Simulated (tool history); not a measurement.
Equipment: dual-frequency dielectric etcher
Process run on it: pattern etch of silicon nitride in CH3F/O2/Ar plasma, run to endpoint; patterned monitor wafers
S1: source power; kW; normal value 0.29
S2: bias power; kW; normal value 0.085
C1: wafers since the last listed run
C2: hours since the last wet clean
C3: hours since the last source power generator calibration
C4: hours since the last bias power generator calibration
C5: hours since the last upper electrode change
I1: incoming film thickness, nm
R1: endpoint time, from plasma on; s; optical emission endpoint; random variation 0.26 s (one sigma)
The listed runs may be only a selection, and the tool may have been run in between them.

run,day,S1,S2,C1,C2,C3,C4,C5,I1,R1
1,0,0.29,0.077,0,374.9,3112.2,4773,3475.2,33.92,61.3
2,0.7,0.29,0.077,178,391.7,3129,4789.8,3492,34.26,61.5
3,1.208,0.29,0.077,129,403.9,3141.2,4802,3504.2,34.51,61.8
# day 2.325: upper electrode replaced, of another model than before
4,2.346,0.27,0.085,35,431.2,3168.5,4829.3,0.5,34.45,61.1
5,2.362,0.27,0.085,4,431.6,3168.9,4829.7,0.9,34.46,61.1
# day 3.158: source power generator calibrated
# day 3.554: wet clean of the chamber
6,3.575,0.27,0.085,165,0.5,10,4858.8,30,34.59,58.3
7,3.592,0.29,0.085,4,0.9,10.4,4859.2,30.4,34.77,57.2
8,3.875,0.32,0.085,72,7.7,17.2,4866,37.2,34.73,56.6
9,4.371,0.29,0.085,126,19.6,29.1,4877.9,49.1,34.75,57.4
# day 4.879: bias power generator calibrated
10,4.9,0.29,0.097,92,32.3,41.8,0.5,61.8,34.64,56.1
11,5.208,0.34,0.091,78,39.7,49.2,7.9,69.2,34.33,54.1
12,5.825,0.31,0.094,157,54.5,64,22.7,84,34.63,56.3
13,6.246,0.29,0.085,107,64.6,74.1,32.8,94.1,34.46,57.6
14,6.579,0.29,0.103,84,72.6,82.1,40.8,102.1,34.63,55.6
15,6.904,0.34,0.074,82,80.4,89.9,48.6,109.9,34.39,56.9
16,7.25,0.27,0.085,88,88.7,98.2,56.9,118.2,34.31,58.1

Here are 5 independent what-if runs from the current tool condition. What would each one return?
A,7.267,0.29,0.085,4,89.1,98.6,57.3,118.6,34.67,?
B,7.267,0.32,0.077,4,89.1,98.6,57.3,118.6,34.67,?
C,7.267,0.24,0.091,4,89.1,98.6,57.3,118.6,34.67,?
D,7.267,0.25,0.103,4,89.1,98.6,57.3,118.6,34.67,?
E,7.267,0.25,0.066,4,89.1,98.6,57.3,118.6,34.67,?

run,R1
A,58.1
B,57.9
C,59.6
D,57.7
E,62.4
Without the tool's unlogged condition, the same runs would have read:
run,R1
A,57.6
B,57.4
C,59
D,57.2
E,61.9

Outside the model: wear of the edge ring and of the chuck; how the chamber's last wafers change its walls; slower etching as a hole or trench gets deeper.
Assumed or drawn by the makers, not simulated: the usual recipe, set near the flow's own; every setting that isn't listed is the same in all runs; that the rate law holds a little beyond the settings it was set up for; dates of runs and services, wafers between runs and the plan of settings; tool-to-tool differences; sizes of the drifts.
